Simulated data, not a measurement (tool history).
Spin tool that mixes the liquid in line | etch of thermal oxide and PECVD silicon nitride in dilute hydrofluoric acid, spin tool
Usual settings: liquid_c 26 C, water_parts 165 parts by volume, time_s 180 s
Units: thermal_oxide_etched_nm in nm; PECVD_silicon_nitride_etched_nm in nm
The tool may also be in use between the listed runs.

| run | hour | liquid_c | water_parts | time_s | read-back film thickness of the thermal oxide reference wafer, read on the same gauge (nm) | read-back film thickness of the PECVD silicon nitride reference wafer, read on the same gauge (nm) | thermal_oxide_etched_nm | PECVD_silicon_nitride_etched_nm |
|---|---|---|---|---|---|---|---|---|
| 1 | 0 | 26 | 165 | 240 | 39.987 | 30.008 | 7.166 | 5.204 |
| 2 | 65.6 | 26 | 165 | 240 | 40 | 29.977 | 7.09 | 5.205 |
| 3 | 132.6 | 26 | 165 | 180 | 40.027 | 29.989 | 5.343 | 3.891 |
| 4 | 177.9 | 22.5 | 145 | 115 | 39.977 | 29.983 | 3.535 | 2.291 |
| 5 | 297.2 | 29 | 230 | 70 | 39.981 | 30.01 | 1.559 | 1.307 |
| 6 | 336.3 | 27.5 | 205 | 280 | 39.983 | 29.987 | 6.765 | 5.538 |
| 7 | 399 | 29 | 100 | 180 | 39.98 | 29.996 | 10.937 | 7.941 |
| 8 | 432.1 | 26 | 165 | 180 | 39.967 | 30.038 | 5.397 | 4.004 |
| 9 | 501.5 | 23.5 | 215 | 275 | 39.978 | 29.967 | 5.546 | 3.943 |
| 10 | 566.6 | 26 | 210 | 180 | 39.992 | 29.997 | 4.037 | 3.177 |
| 11 | 612 | 23 | 205 | 180 | 40.007 | 29.983 | 3.73 | 2.674 |
|  | 667.8 | thermometer replaced |
| 12 | 678.7 | 26 | 165 | 210 | 40.016 | 29.992 | 6.136 | 4.355 |
| 13 | 711.9 | 26 | 165 | 210 | 40.031 | 30 | 6.123 | 4.358 |
|  | 726.3 | gauge calibrated |
| 14 | 882.3 | 26 | 165 | 180 | 39.998 | 30.002 | 5.248 | 3.768 |
| 15 | 929.6 | 26 | 220 | 180 | 39.955 | 29.995 | 3.718 | 2.876 |
|  | 981.3 | hydrofluoric acid flow meter replaced |
| 16 | 992 | 22.5 | 165 | 180 | 39.979 | 29.988 | 4.569 | 3.071 |
| 17 | 1048.9 | 26 | 165 | 180 | 39.978 | 30.006 | 5.307 | 3.8 |
| 18 | 1111.7 | 24.5 | 205 | 140 | 39.998 | 30.019 | 2.976 | 2.14 |
| 19 | 1177.4 | 29 | 100 | 180 | 40.025 | 29.997 | 10.714 | 7.684 |
| 20 | 1215.7 | 24 | 110 | 180 | 40.022 | 30.006 | 7.898 | 5.054 |
| 21 | 1254.3 | 26 | 165 | 180 | 40 | 30.023 | 5.285 | 3.821 |
| 22 | 1315.4 | 29.5 | 185 | 180 | 40.01 | 29.982 | 5.259 | 4.266 |
| 23 | 1507.7 | 26 | 240 | 130 | 39.927 | 30.006 | 2.456 | 1.935 |
| 24 | 1577.9 | 26 | 165 | 180 | 40.017 | 30.008 | 5.392 | 3.928 |
| 25 | 1602.8 | 23 | 215 | 95 | 39.973 | 30.01 | 1.839 | 1.304 |

What the log doesn't show, run by run:
hydrofluoric acid flow above the setpoint (%): 0 in every run
gauge reads high (%): 0 in every run
H1: liquid hotter than its thermometer reads (K)
| run | H1 |
|---|---|
| 1 | 0.761 |
| 2 | 0.812 |
| 3 | 0.864 |
| 4 | 0.899 |
| 5 | 0.992 |
| 6 | 1.02 |
| 7 | 1.07 |
| 8 | 1.1 |
| 9 | 1.15 |
| 10 | 1.2 |
| 11 | 1.24 |
| 12 | 0.0142 |
| 13 | 0.0399 |
| 14 | 0.172 |
| 15 | 0.208 |
| 16 | 0.257 |
| 17 | 0.301 |
| 18 | 0.349 |
| 19 | 0.4 |
| 20 | 0.43 |
| 21 | 0.46 |
| 22 | 0.507 |
| 23 | 0.656 |
| 24 | 0.711 |
| 25 | 0.73 |

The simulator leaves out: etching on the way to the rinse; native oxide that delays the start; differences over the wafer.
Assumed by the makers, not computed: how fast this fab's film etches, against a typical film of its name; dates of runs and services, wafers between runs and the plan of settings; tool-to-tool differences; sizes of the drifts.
